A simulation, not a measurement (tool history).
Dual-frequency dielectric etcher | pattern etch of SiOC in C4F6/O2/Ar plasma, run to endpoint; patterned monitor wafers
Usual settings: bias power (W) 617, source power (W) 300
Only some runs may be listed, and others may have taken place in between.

run	hour	bias power (W)	source power (W)	incoming incoming film thickness, nm	endpoint time (s)
1	0.0	617	300	35.04	12.4
2	13.4	673	280	35.07	12.3
3	25.1	617	340	35.21	12.0
4	38.8	617	340	35.36	12.0
5	50.1	617	300	34.85	12.3
6	64.6	617	300	35.17	12.5
7	74.7	617	300	34.98	12.5
8	89.5	617	300	35.27	12.6
9	106.0	617	300	35.00	12.5
10	116.0	617	300	34.86	12.4
11	127.4	617	240	35.24	13.5
12	140.9	617	240	35.03	13.4
13	154.9	617	350	34.99	11.9
14	165.9	617	300	35.13	12.5
# hour 191.2: bias power generator calibrated
# hour 200.5: upper electrode replaced
15	201.0	617	300	35.15	12.6
16	201.4	617	260	35.25	13.2
17	201.7	617	260	34.75	13.1
18	208.8	558	330	34.82	12.5
19	223.6	496	270	34.74	13.9
# hour 254.0: wet clean of the chamber
# hour 255.6: source power generator calibrated
20	256.1	617	300	35.03	12.1
21	256.4	617	320	35.18	12.0
22	256.7	568	300	35.33	12.6
23	258.5	617	300	34.82	12.0
24	264.5	473	360	35.00	12.5
25	277.2	617	230	35.40	13.4
26	293.4	725	350	35.46	11.1
27	300.1	720	330	34.96	11.2
28	314.6	617	300	35.19	12.3
29	321.3	465	220	35.22	14.9
30	330.5	760	340	35.21	11.0
31	343.9	617	330	34.90	11.8
32	355.9	674	300	35.23	11.9
33	370.9	768	220	34.90	12.5
34	382.4	551	250	34.73	13.3

Give the tool's hidden conditions for every run:
bias power that arrives over what is set, %: 0 at every run
source power that arrives over what is set, %: 0 at every run
H1: etch rate over this chamber's usual, %
run	H1
1	-1.85
2	-1.93
3	-2.01
4	-2.09
5	-2.16
6	-2.26
7	-2.32
8	-2.42
9	-2.52
10	-2.58
11	-2.66
12	-2.74
13	-2.83
14	-2.9
15	-3.13
16	-3.13
17	-3.13
18	-3.17
19	-3.27
20	0.0772
21	0.0753
22	0.0734
23	0.0619
24	0.0237
25	-0.0571
26	-0.16
27	-0.203
28	-0.295
29	-0.338
30	-0.396
31	-0.482
32	-0.558
33	-0.654
34	-0.727

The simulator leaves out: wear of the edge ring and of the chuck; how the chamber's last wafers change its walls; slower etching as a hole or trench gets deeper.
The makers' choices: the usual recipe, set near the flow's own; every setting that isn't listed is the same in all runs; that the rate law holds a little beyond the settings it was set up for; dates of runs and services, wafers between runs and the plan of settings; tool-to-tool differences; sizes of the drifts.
